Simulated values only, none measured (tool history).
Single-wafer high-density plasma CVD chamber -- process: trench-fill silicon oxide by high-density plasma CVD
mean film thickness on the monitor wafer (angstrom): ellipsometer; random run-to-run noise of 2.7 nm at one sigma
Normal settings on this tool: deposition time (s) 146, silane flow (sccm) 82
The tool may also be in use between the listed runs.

run     day  deposition time (s)  silane flow (sccm)  read-back reference wafer on the same gauge, thickness_nm  mean film thickness on the monitor wafer (angstrom)
  1   0.000                  146                  82                                                   1040.035                                             11510.86
  2   0.750                  146                  82                                                   1039.800                                             11521.10
  3   1.338                  146                  82                                                   1040.193                                             11536.49
  4   1.917                  146                  82                                                   1039.955                                             11527.11
  5   2.258                  146                  82                                                   1040.261                                             11520.74
  6   2.675                  166                  82                                                   1039.907                                             13160.73
  7   3.017                  146                  92                                                   1040.729                                             12600.29
  8   3.683                  166                  75                                                   1040.123                                             12272.97
  9   4.079                  154                  78                                                   1039.667                                             11699.43
 10   4.608                  154                  78                                                   1039.921                                             11765.04
 11   5.100                  130                  82                                                   1039.987                                             10219.58
 12   5.454                  130                  82                                                   1040.221                                             10287.93
 13   6.054                  130                  82                                                   1039.500                                             10267.38
 14   6.412                  146                  82                                                   1039.744                                             11487.66
 15   6.725                  146                  82                                                   1040.296                                             11488.49
 16   7.388                  146                  82                                                   1039.686                                             11601.07
 17   7.892                  146                  82                                                   1040.268                                             11509.22
 18   8.496                  146                  82                                                   1040.115                                             11584.66
 19   8.879                  137                  87                                                   1040.273                                             11291.65
      9.267  -- gauge calibrated
 20   9.517                  126                  82                                                   1040.744                                              9940.30
 21  10.058                  146                  82                                                   1040.270                                             11538.91
 22  10.771                  146                  82                                                   1040.388                                             11510.57
 23  11.358                  159                  82                                                   1040.112                                             12597.09
 24  11.788                  154                  87                                                   1040.227                                             12693.74
 25  12.442                  146                  89                                                   1040.012                                             12231.67
 26  13.075                  146                  82                                                   1040.472                                             11550.83
 27  13.329                  119                  69                                                   1040.173                                              8270.37
 28  13.762                  174                  78                                                   1039.950                                             13251.21
 29  14.183                  155                  94                                                   1040.117                                             13604.86
 30  14.746                  118                  67                                                   1039.734                                              8041.57
 31  15.208                  146                  82                                                   1040.098                                             11554.11
     15.954  -- silane flow controller replaced
 32  15.975                  146                  82                                                   1040.284                                             10996.42
 33  16.262                  128                  75                                                   1040.723                                              9028.04
 34  16.529                  160                  92                                                   1039.744                                             13177.00
 35  16.925                  166                  98                                                   1039.477                                             14375.32
 36  17.304                  119                  82                                                   1039.726                                              8957.04
 37  17.767                  161                  76                                                   1039.827                                             11517.87
 38  18.479                  161                  82                                                   1040.237                                             12200.46
 39  19.167                  157                  73                                                   1040.535                                             10926.85
 40  19.496                  146                  82                                                   1040.021                                             11126.41
 41  20.046                  146                  82                                                   1039.797                                             11104.16
 42  20.675                  146                  89                                                   1040.139                                             11809.62
 43  21.354                  171                  76                                                   1039.503                                             12353.11

Run-by-run hidden state of the tool:
gauge reads high (%): 0 in every run
H1: delivered silane flow above the setpoint (%)
run       H1
  1        6
  2     6.02
  3     6.03
  4     6.04
  5     6.04
  6     6.05
  7     6.05
  8     6.06
  9     6.07
 10     6.08
 11     6.08
 12     6.09
 13      6.1
 14      6.1
 15     6.11
 16     6.11
 17     6.12
 18     6.13
 19     6.13
 20     6.14
 21     6.15
 22     6.16
 23     6.16
 24     6.17
 25     6.17
 26     6.18
 27     6.18
 28     6.19
 29     6.19
 30      6.2
 31      6.2
 32   -0.207
 33   -0.137
 34  -0.0731
 35   0.0211
 36     0.11
 37    0.217
 38    0.377
 39    0.528
 40    0.599
 41    0.715
 42    0.845
 43    0.982
